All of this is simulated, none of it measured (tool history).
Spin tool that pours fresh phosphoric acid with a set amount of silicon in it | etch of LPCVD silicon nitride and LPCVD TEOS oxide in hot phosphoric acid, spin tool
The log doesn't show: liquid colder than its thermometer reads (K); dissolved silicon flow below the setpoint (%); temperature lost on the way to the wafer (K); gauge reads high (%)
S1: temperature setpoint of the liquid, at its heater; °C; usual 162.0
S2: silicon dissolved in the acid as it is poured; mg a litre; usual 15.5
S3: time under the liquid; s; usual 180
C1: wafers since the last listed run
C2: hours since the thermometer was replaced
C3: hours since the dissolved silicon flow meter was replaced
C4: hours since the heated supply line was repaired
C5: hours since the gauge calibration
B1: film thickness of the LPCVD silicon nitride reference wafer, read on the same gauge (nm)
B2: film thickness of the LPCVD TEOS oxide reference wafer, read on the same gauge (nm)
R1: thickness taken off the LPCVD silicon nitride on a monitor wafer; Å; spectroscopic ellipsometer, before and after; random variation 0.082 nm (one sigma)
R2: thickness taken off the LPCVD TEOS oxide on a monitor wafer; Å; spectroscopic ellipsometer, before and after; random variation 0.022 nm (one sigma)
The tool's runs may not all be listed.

run 1 hour=0.0 | S1=162.0 S2=15.5 S3=180 | C1=0 C2=543.6 C3=1482.9 C4=2506.7 C5=299.3 | B1=40.04 B2=70.003 | R1=130.1 R2=6.09
-- hour=7.5 thermometer replaced
run 2 hour=14.0 | S1=160.0 S2=22.0 S3=180 | C1=71 C2=6.5 C3=1496.9 C4=2520.7 C5=313.3 | B1=40.01 B2=70.024 | R1=126.6 R2=4.54
-- hour=22.9 gauge calibrated
run 3 hour=29.4 | S1=160.0 S2=22.0 S3=180 | C1=84 C2=21.9 C3=1512.3 C4=2536.1 C5=6.5 | B1=40.00 B2=70.008 | R1=124.2 R2=4.80
run 4 hour=82.1 | S1=162.0 S2=15.5 S3=180 | C1=290 C2=74.6 C3=1565.0 C4=2588.8 C5=59.2 | B1=39.99 B2=69.970 | R1=133.4 R2=6.77
-- hour=86.6 heated supply line repaired
run 5 hour=97.6 | S1=162.0 S2=15.5 S3=180 | C1=79 C2=90.1 C3=1580.5 C4=11.0 C5=74.7 | B1=40.00 B2=69.968 | R1=135.2 R2=6.63
run 6 hour=106.3 | S1=162.0 S2=15.5 S3=180 | C1=47 C2=98.8 C3=1589.2 C4=19.7 C5=83.4 | B1=40.02 B2=70.009 | R1=132.7 R2=6.39
run 7 hour=121.6 | S1=162.0 S2=15.5 S3=180 | C1=84 C2=114.1 C3=1604.5 C4=35.0 C5=98.7 | B1=40.01 B2=69.988 | R1=133.6 R2=6.43
run 8 hour=138.0 | S1=164.5 S2=25.0 S3=115 | C1=90 C2=130.5 C3=1620.9 C4=51.4 C5=115.1 | B1=40.01 B2=70.014 | R1=92.6 R2=3.56
run 9 hour=152.8 | S1=163.5 S2=6.5 S3=105 | C1=81 C2=145.3 C3=1635.7 C4=66.2 C5=129.9 | B1=40.01 B2=69.997 | R1=81.7 R2=4.78
run 10 hour=166.7 | S1=160.0 S2=22.0 S3=180 | C1=76 C2=159.2 C3=1649.6 C4=80.1 C5=143.8 | B1=39.99 B2=70.010 | R1=124.7 R2=4.92
run 11 hour=175.3 | S1=159.0 S2=15.5 S3=180 | C1=47 C2=167.8 C3=1658.2 C4=88.7 C5=152.4 | B1=40.01 B2=70.012 | R1=119.8 R2=4.94
run 12 hour=184.9 | S1=159.0 S2=20.5 S3=110 | C1=52 C2=177.4 C3=1667.8 C4=98.3 C5=162.0 | B1=40.00 B2=70.037 | R1=74.1 R2=2.78
-- hour=200.2 dissolved silicon flow meter replaced
run 13 hour=202.5 | S1=164.5 S2=8.0 S3=140 | C1=91 C2=195.0 C3=2.3 C4=115.9 C5=179.6 | B1=40.00 B2=69.991 | R1=111.2 R2=7.70

The next listed run, before its measurement:
run 14 hour=232.0 | S1=162.0 S2=15.5 S3=180 | C1=162 C2=224.5 C3=31.8 C4=145.4 C5=209.1 | B1=? B2=? | R1=? R2=?

B1: 40.01
B2: 69.991
R1: 132.8 Å
R2: 6.11 Å
Without the tool's hidden state the same run would have given R1 135.7 Å, R2 6.41 Å.
